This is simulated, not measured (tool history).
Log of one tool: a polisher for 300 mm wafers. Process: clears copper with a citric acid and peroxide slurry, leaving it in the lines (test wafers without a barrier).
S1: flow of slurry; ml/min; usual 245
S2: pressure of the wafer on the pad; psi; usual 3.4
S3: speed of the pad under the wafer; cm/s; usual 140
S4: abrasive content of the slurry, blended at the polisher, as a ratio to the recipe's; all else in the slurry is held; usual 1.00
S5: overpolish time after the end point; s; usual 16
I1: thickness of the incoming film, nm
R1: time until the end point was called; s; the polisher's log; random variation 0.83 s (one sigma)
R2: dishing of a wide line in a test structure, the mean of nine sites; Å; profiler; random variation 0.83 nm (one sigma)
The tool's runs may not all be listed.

run	hour	S1	S2	S3	S4	S5	I1	R1	R2
1	0.0	245	3.4	140	1.00	16	247.1	75.4	333
2	32.6	245	3.4	140	1.00	16	250.1	75.2	334
3	48.6	245	3.4	140	1.00	16	247.0	74.8	331
4	82.1	245	3.4	140	1.00	16	249.5	74.9	336
5	102.6	245	3.1	140	1.00	16	250.0	84.8	313
# hour 117.7: worn pad replaced by a new one
6	136.7	245	3.1	140	1.00	16	250.6	85.0	317
7	153.0	245	3.4	140	1.10	16	254.1	76.5	323
8	178.6	245	3.4	140	1.00	16	252.1	76.4	336
9	193.7	245	3.4	140	1.00	16	249.2	76.3	334
# hour 210.7: slurry blender recalibrated
10	224.5	245	3.4	140	1.00	16	247.3	75.5	343
# hour 244.9: slurry nozzle cleaned
11	248.9	245	3.4	140	1.00	16	253.8	82.0	308
# hour 259.2: worn pad replaced by a new one
12	265.3	245	3.4	140	1.00	16	252.1	82.1	332
13	298.0	245	3.4	176	1.00	7	251.2	65.7	181
14	315.7	210	3.8	140	1.00	16	251.8	78.5	330
15	347.6	245	3.4	140	1.00	23	245.1	83.0	406
# hour 357.4: slurry nozzle cleaned, repeated, since the last time left the tool worse
16	370.5	245	3.4	110	0.75	13	249.2	98.9	229
17	383.0	245	3.4	140	1.25	16	253.4	71.8	356
# hour 389.0: worn pad replaced by a new one
18	417.5	280	3.4	140	1.10	16	248.4	71.9	350
19	438.8	245	2.6	140	1.00	16	249.8	95.9	275
# hour 457.3: head pressure recalibrated
20	468.5	245	3.4	140	1.00	16	247.7	71.8	335

Run 21 comes next. What will it give?
# hour 474.2: slurry blender recalibrated
21	481.6	245	2.3	140	1.00	16	250.1	?	?

Run 21 gave R1 106.2 s, R2 239 Å.
Without the tool's hidden state the same run would have given R1 104.7 s, R2 242 Å.
